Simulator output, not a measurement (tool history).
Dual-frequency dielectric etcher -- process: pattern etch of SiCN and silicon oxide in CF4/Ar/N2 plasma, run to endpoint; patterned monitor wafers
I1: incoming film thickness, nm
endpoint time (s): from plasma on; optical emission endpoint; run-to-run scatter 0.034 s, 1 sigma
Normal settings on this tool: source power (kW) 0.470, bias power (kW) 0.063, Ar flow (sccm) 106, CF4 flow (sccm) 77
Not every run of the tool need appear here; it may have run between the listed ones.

run 1 hour=0.0 | source_power_(kW)=0.470 bias_power_(kW)=0.063 Ar_flow_(sccm)=106 CF4_flow_(sccm)=77 | I1=9.77 | endpoint_time_(s)=11.1
run 2 hour=65.8 | source_power_(kW)=0.470 bias_power_(kW)=0.063 Ar_flow_(sccm)=106 CF4_flow_(sccm)=77 | I1=9.73 | endpoint_time_(s)=11.0
run 3 hour=91.2 | source_power_(kW)=0.470 bias_power_(kW)=0.063 Ar_flow_(sccm)=106 CF4_flow_(sccm)=77 | I1=9.74 | endpoint_time_(s)=11.0
run 4 hour=148.7 | source_power_(kW)=0.470 bias_power_(kW)=0.063 Ar_flow_(sccm)=106 CF4_flow_(sccm)=77 | I1=9.78 | endpoint_time_(s)=11.2
run 5 hour=177.7 | source_power_(kW)=0.400 bias_power_(kW)=0.063 Ar_flow_(sccm)=95 CF4_flow_(sccm)=77 | I1=9.82 | endpoint_time_(s)=12.5
run 6 hour=230.4 | source_power_(kW)=0.400 bias_power_(kW)=0.063 Ar_flow_(sccm)=95 CF4_flow_(sccm)=77 | I1=9.93 | endpoint_time_(s)=12.7
run 7 hour=298.1 | source_power_(kW)=0.400 bias_power_(kW)=0.063 Ar_flow_(sccm)=95 CF4_flow_(sccm)=77 | I1=9.82 | endpoint_time_(s)=12.4
-- hour=318.3 Ar flow controller replaced
-- hour=322.6 wet clean of the chamber
-- hour=324.2 source power generator calibrated
run 8 hour=325.3 | source_power_(kW)=0.470 bias_power_(kW)=0.052 Ar_flow_(sccm)=106 CF4_flow_(sccm)=86 | I1=9.77 | endpoint_time_(s)=11.4
run 9 hour=350.9 | source_power_(kW)=0.470 bias_power_(kW)=0.052 Ar_flow_(sccm)=106 CF4_flow_(sccm)=86 | I1=9.80 | endpoint_time_(s)=11.4
run 10 hour=397.4 | source_power_(kW)=0.470 bias_power_(kW)=0.063 Ar_flow_(sccm)=106 CF4_flow_(sccm)=77 | I1=9.75 | endpoint_time_(s)=11.2
run 11 hour=448.3 | source_power_(kW)=0.470 bias_power_(kW)=0.063 Ar_flow_(sccm)=106 CF4_flow_(sccm)=77 | I1=9.77 | endpoint_time_(s)=11.3
run 12 hour=477.1 | source_power_(kW)=0.470 bias_power_(kW)=0.063 Ar_flow_(sccm)=118 CF4_flow_(sccm)=77 | I1=9.87 | endpoint_time_(s)=11.5
run 13 hour=535.4 | source_power_(kW)=0.470 bias_power_(kW)=0.063 Ar_flow_(sccm)=80 CF4_flow_(sccm)=90 | I1=9.88 | endpoint_time_(s)=10.5
-- hour=603.2 bias power generator calibrated
-- hour=617.5 upper electrode replaced, of another model than before
run 14 hour=618.0 | source_power_(kW)=0.380 bias_power_(kW)=0.070 Ar_flow_(sccm)=106 CF4_flow_(sccm)=60 | I1=9.75 | endpoint_time_(s)=12.5
run 15 hour=663.7 | source_power_(kW)=0.530 bias_power_(kW)=0.069 Ar_flow_(sccm)=127 CF4_flow_(sccm)=77 | I1=9.72 | endpoint_time_(s)=10.4
run 16 hour=693.4 | source_power_(kW)=0.560 bias_power_(kW)=0.049 Ar_flow_(sccm)=114 CF4_flow_(sccm)=82 | I1=9.84 | endpoint_time_(s)=11.2
run 17 hour=744.2 | source_power_(kW)=0.470 bias_power_(kW)=0.063 Ar_flow_(sccm)=106 CF4_flow_(sccm)=77 | I1=9.78 | endpoint_time_(s)=11.1
-- hour=765.3 CF4 flow controller replaced
-- hour=822.0 wet clean of the chamber
run 18 hour=822.5 | source_power_(kW)=0.470 bias_power_(kW)=0.063 Ar_flow_(sccm)=106 CF4_flow_(sccm)=77 | I1=9.80 | endpoint_time_(s)=11.3
run 19 hour=873.6 | source_power_(kW)=0.470 bias_power_(kW)=0.052 Ar_flow_(sccm)=106 CF4_flow_(sccm)=86 | I1=9.79 | endpoint_time_(s)=11.7
run 20 hour=899.4 | source_power_(kW)=0.470 bias_power_(kW)=0.063 Ar_flow_(sccm)=119 CF4_flow_(sccm)=77 | I1=9.75 | endpoint_time_(s)=11.5
run 21 hour=926.8 | source_power_(kW)=0.470 bias_power_(kW)=0.055 Ar_flow_(sccm)=97 CF4_flow_(sccm)=71 | I1=9.85 | endpoint_time_(s)=11.9
run 22 hour=983.4 | source_power_(kW)=0.470 bias_power_(kW)=0.063 Ar_flow_(sccm)=106 CF4_flow_(sccm)=77 | I1=9.81 | endpoint_time_(s)=11.3
run 23 hour=1035.0 | source_power_(kW)=0.470 bias_power_(kW)=0.063 Ar_flow_(sccm)=106 CF4_flow_(sccm)=77 | I1=9.86 | endpoint_time_(s)=11.4

What the log doesn't show, run by run:
source power that arrives over what is set, %: 0 in every run
bias power that arrives over what is set, %: 0 in every run
Ar flow that arrives over what is set, %: 0 in every run
CF4 flow that arrives over what is set, %: 0 in every run
H1: etch rate over this chamber's usual, %
run=1 H1=1.16
run=2 H1=1.36
run=3 H1=1.43
run=4 H1=1.6
run=5 H1=1.69
run=6 H1=1.84
run=7 H1=2.04
run=8 H1=-0.0591
run=9 H1=0.0166
run=10 H1=0.154
run=11 H1=0.304
run=12 H1=0.389
run=13 H1=0.562
run=14 H1=0.806
run=15 H1=0.941
run=16 H1=1.03
run=17 H1=1.18
run=18 H1=-0.347
run=19 H1=-0.196
run=20 H1=-0.12
run=21 H1=-0.0389
run=22 H1=0.128
run=23 H1=0.281
